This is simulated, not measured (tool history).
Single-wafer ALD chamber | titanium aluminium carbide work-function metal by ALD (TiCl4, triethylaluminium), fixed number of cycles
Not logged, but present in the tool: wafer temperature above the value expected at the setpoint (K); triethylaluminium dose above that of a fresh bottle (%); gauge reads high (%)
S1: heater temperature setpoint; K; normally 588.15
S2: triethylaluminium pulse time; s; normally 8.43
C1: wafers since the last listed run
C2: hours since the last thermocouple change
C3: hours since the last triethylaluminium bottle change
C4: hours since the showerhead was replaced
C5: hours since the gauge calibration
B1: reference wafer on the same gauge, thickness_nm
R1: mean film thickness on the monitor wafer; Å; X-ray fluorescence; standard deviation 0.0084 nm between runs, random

| run | hour | S1 | S2 | C1 | C2 | C3 | C4 | C5 | B1 | R1 |
|---|---|---|---|---|---|---|---|---|---|---|
| 1 | 0.0 | 588.15 | 8.43 | 0 | 1218.0 | 1439.1 | 3077.1 | 91.1 | 1.979 | 19.78 |
| 2 | 9.2 | 588.15 | 8.43 | 91 | 1227.2 | 1448.3 | 3086.3 | 100.3 | 1.981 | 19.76 |
| 3 | 24.9 | 588.15 | 8.43 | 155 | 1242.9 | 1464.0 | 3102.0 | 116.0 | 1.980 | 19.76 |
| 4 | 37.7 | 588.15 | 8.43 | 126 | 1255.7 | 1476.8 | 3114.8 | 128.8 | 1.981 | 19.65 |
| 5 | 53.2 | 588.15 | 8.43 | 153 | 1271.2 | 1492.3 | 3130.3 | 144.3 | 1.980 | 19.75 |
| 6 | 69.8 | 588.15 | 9.70 | 164 | 1287.8 | 1508.9 | 3146.9 | 160.9 | 1.981 | 20.39 |
| 7 | 85.4 | 588.15 | 8.43 | 154 | 1303.4 | 1524.5 | 3162.5 | 176.5 | 1.980 | 19.66 |
| 8 | 100.7 | 588.15 | 8.43 | 151 | 1318.7 | 1539.8 | 3177.8 | 191.8 | 1.980 | 19.66 |
| 9 | 107.4 | 588.15 | 8.43 | 66 | 1325.4 | 1546.5 | 3184.5 | 198.5 | 1.980 | 19.80 |
| 10 | 117.2 | 588.15 | 8.43 | 97 | 1335.2 | 1556.3 | 3194.3 | 208.3 | 1.981 | 19.76 |
| 11 | 125.4 | 588.15 | 8.43 | 81 | 1343.4 | 1564.5 | 3202.5 | 216.5 | 1.979 | 19.77 |
| 12 | 132.4 | 581.15 | 9.84 | 69 | 1350.4 | 1571.5 | 3209.5 | 223.5 | 1.979 | 19.89 |
| 13 | 148.0 | 581.15 | 9.84 | 154 | 1366.0 | 1587.1 | 3225.1 | 239.1 | 1.980 | 20.04 |
| 14 | 161.4 | 581.15 | 9.84 | 132 | 1379.4 | 1600.5 | 3238.5 | 252.5 | 1.982 | 19.93 |
| 15 | 176.7 | 588.15 | 8.43 | 151 | 1394.7 | 1615.8 | 3253.8 | 267.8 | 1.980 | 19.69 |
|  | 190.2 | thermocouple changed; heater temperature recalibrated |
| 16 | 190.7 | 588.15 | 8.43 | 59 | 0.5 | 1629.8 | 3267.8 | 281.8 | 1.980 | 19.68 |
| 17 | 200.3 | 592.15 | 9.93 | 95 | 10.1 | 1639.4 | 3277.4 | 291.4 | 1.980 | 20.82 |
|  | 215.9 | gauge calibrated |
|  | 217.1 | showerhead replaced |
| 18 | 217.6 | 582.15 | 10.31 | 92 | 27.4 | 1656.7 | 0.5 | 1.7 | 1.980 | 20.30 |
| 19 | 223.2 | 588.15 | 8.43 | 55 | 33.0 | 1662.3 | 6.1 | 7.3 | 1.978 | 19.59 |
| 20 | 236.3 | 592.15 | 7.58 | 129 | 46.1 | 1675.4 | 19.2 | 20.4 | 1.980 | 19.49 |
| 21 | 245.5 | 588.15 | 6.81 | 91 | 55.3 | 1684.6 | 28.4 | 29.6 | 1.982 | 18.33 |
|  | 263.1 | triethylaluminium bottle replaced |
| 22 | 263.6 | 581.15 | 6.04 | 100 | 73.4 | 0.5 | 46.5 | 47.7 | 1.980 | 19.57 |
| 23 | 276.3 | 595.15 | 6.96 | 125 | 86.1 | 13.2 | 59.2 | 60.4 | 1.980 | 21.19 |
| 24 | 285.9 | 583.15 | 10.96 | 95 | 95.7 | 22.8 | 68.8 | 70.0 | 1.979 | 21.56 |
| 25 | 303.3 | 581.15 | 9.84 | 172 | 113.1 | 40.2 | 86.2 | 87.4 | 1.979 | 21.20 |
| 26 | 316.5 | 578.15 | 6.60 | 130 | 126.3 | 53.4 | 99.4 | 100.6 | 1.980 | 19.67 |

Run 27 comes next. What will it give?
| 27 | 322.6 | 588.15 | 9.50 | 60 | 132.4 | 59.5 | 105.5 | 106.7 | ? | ? |

{"run 27": {"B1": 1.979, "R1": 21.7}}
On a tool with no hidden condition, and with the same random variation, this run would have come out at R1 21.90 Å.
